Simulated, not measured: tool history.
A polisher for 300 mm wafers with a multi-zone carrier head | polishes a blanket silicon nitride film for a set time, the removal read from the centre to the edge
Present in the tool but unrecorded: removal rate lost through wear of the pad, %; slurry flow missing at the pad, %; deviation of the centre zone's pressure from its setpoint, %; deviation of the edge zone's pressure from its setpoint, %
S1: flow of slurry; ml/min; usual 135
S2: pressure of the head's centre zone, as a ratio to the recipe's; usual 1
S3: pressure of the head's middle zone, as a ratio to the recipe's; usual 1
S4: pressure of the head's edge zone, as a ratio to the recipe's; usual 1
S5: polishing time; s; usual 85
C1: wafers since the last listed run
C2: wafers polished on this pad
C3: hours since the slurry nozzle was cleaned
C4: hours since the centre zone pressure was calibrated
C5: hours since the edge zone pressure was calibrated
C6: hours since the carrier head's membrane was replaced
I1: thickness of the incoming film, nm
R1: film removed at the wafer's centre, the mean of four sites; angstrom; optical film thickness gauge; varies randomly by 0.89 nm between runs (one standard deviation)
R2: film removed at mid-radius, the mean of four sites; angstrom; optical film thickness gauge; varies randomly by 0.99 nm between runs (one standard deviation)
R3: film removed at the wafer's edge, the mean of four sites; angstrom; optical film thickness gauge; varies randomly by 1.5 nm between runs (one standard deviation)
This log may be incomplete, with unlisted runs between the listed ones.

run,hour,S1,S2,S3,S4,S5,C1,C2,C3,C4,C5,C6,I1,R1,R2,R3
1,0,135,1,1,1,85,0,381,123.5,325.2,116,711.1,793.9,1178,1213,1245
# hour 180.4: worn pad replaced by a new one
# hour 260.8: edge zone pressure recalibrated
2,269.1,135,1,1,1,85,1438,473,392.6,594.3,8.3,980.2,790.6,1166,1170,1216
# hour 316.6: slurry nozzle cleaned
3,343.8,135,1,1,1,85,402,876,27.2,669,83,1054.9,784.5,1195,1211,1251
# hour 421: worn pad replaced by a new one
4,425,135,1,1,1,85,422,22,108.4,750.2,164.2,1136.1,773.7,1199,1225,1266
5,494.1,135,1,1,1,85,377,399,177.5,819.3,233.3,1205.2,773.2,1157,1219,1223
6,539,135,1,1,0.95,85,245,645,222.4,864.2,278.2,1250.1,789.6,1148,1196,1202
7,606.3,135,1,1,0.95,85,367,1013,289.7,931.5,345.5,1317.4,784.2,1135,1169,1180
# hour 651.1: slurry nozzle cleaned
8,656,135,1,1,1,85,266,1279,4.9,981.2,395.2,1367.1,787,1198,1210,1270
# hour 674.7: edge zone pressure recalibrated
# hour 692.9: worn pad replaced by a new one
9,735,135,1,1,1,85,399,230,83.9,1060.2,60.3,1446.1,781.7,1203,1238,1267
10,791.1,100,1,0.96,1,85,306,536,140,1116.3,116.4,1502.2,785.2,1112,1115,1189
# hour 826.9: carrier head's membrane replaced by a new one
11,845.1,135,1,0.92,1,85,267,804,194,1170.3,170.4,18.2,764.2,1170,1097,1226
12,887.4,145,0.97,1,0.9,85,231,1036,236.3,1212.6,212.7,60.5,779,1125,1181,1181
# hour 902.1: centre zone pressure recalibrated
13,935.3,135,1,1,1,85,250,1287,284.2,33.2,260.6,108.4,774.3,1128,1157,1191
# hour 944: worn pad replaced by a new one
14,988,135,1,1,1,69,266,240,336.9,85.9,313.3,161.1,786.9,947,975,1009
15,1077.9,135,1,1,1,97,491,732,426.8,175.8,403.2,251,777.3,1308,1335,1400
# hour 1087.1: slurry nozzle cleaned
# hour 1091: edge zone pressure recalibrated
16,1177,165,1,1,1,57,525,1257,89.9,274.9,86,350.1,776.7,808,822,832
# hour 1187.8: worn pad replaced by a new one
17,1241.8,135,1,1,1,102,332,295,154.7,339.7,150.8,414.9,784.2,1406,1452,1470

What if the next run were any one of these 3? Each begins from the tool's condition after run 17:
A,1242.2,135,1,1,1.04,85,2,297,155.1,340.1,151.2,415.3,780.5,?,?,?
B,1242.2,135,1,1,0.9,85,2,297,155.1,340.1,151.2,415.3,780.5,?,?,?
C,1242.2,105,0.9,1,0.91,71,2,297,155.1,340.1,151.2,415.3,780.5,?,?,?

run,R1,R2,R3
A,1182,1189,1264
B,1182,1190,1193
C,840,948,969
What these runs would have given with no unlogged condition in the tool:
run,R1,R2,R3
A,1262,1262,1324
B,1262,1262,1249
C,905,1013,1019
